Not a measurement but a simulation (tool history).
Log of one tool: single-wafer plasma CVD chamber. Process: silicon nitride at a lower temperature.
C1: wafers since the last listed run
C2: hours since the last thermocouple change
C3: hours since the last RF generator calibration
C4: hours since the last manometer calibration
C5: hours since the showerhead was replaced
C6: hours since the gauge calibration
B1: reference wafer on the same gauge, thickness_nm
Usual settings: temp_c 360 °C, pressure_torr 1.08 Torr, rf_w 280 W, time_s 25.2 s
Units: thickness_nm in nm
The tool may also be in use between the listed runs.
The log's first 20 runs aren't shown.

run 21 hour=674.8 | temp_c=360 pressure_torr=1.08 rf_w=245 time_s=25.2 | C1=683 C2=228.2 C3=237.9 C4=372 C5=330.9 C6=111.8 | B1=24.118 | thickness_nm=23.321
run 22 hour=687.2 | temp_c=360 pressure_torr=1.08 rf_w=280 time_s=25.2 | C1=249 C2=240.6 C3=250.3 C4=384.4 C5=343.3 C6=124.2 | B1=24.073 | thickness_nm=26.047
run 23 hour=765.2 | temp_c=350 pressure_torr=1.2 rf_w=280 time_s=25.2 | C1=1567 C2=318.6 C3=328.3 C4=462.4 C5=421.3 C6=202.2 | B1=24.155 | thickness_nm=27.029
run 24 hour=793 | temp_c=360 pressure_torr=0.82 rf_w=280 time_s=25.2 | C1=558 C2=346.4 C3=356.1 C4=490.2 C5=449.1 C6=230 | B1=24.16 | thickness_nm=23.562
run 25 hour=813.7 | temp_c=373 pressure_torr=1.08 rf_w=280 time_s=25.2 | C1=415 C2=367.1 C3=376.8 C4=510.9 C5=469.8 C6=250.7 | B1=24.076 | thickness_nm=25.814
run 26 hour=849.7 | temp_c=360 pressure_torr=1.33 rf_w=230 time_s=27.1 | C1=723 C2=403.1 C3=412.8 C4=546.9 C5=505.8 C6=286.7 | B1=24.049 | thickness_nm=25.611
run 27 hour=869 | temp_c=360 pressure_torr=1.08 rf_w=280 time_s=20.8 | C1=387 C2=422.4 C3=432.1 C4=566.2 C5=525.1 C6=306 | B1=24.148 | thickness_nm=21.516
run 28 hour=888.1 | temp_c=360 pressure_torr=1.08 rf_w=280 time_s=25.2 | C1=383 C2=441.5 C3=451.2 C4=585.3 C5=544.2 C6=325.1 | B1=24.04 | thickness_nm=26.151
run 29 hour=900.2 | temp_c=360 pressure_torr=1.08 rf_w=280 time_s=25.2 | C1=243 C2=453.6 C3=463.3 C4=597.4 C5=556.3 C6=337.2 | B1=24.131 | thickness_nm=26.061

The next listed run, before its measurement:
run 30 hour=932.7 | temp_c=355 pressure_torr=0.98 rf_w=255 time_s=26.6 | C1=653 C2=486.1 C3=495.8 C4=629.9 C5=588.8 C6=369.7 | B1=? | thickness_nm=?

B1: 24.115
thickness_nm: 24.797 nm
Without the tool's hidden state the same run would have given thickness_nm 24.338 nm.

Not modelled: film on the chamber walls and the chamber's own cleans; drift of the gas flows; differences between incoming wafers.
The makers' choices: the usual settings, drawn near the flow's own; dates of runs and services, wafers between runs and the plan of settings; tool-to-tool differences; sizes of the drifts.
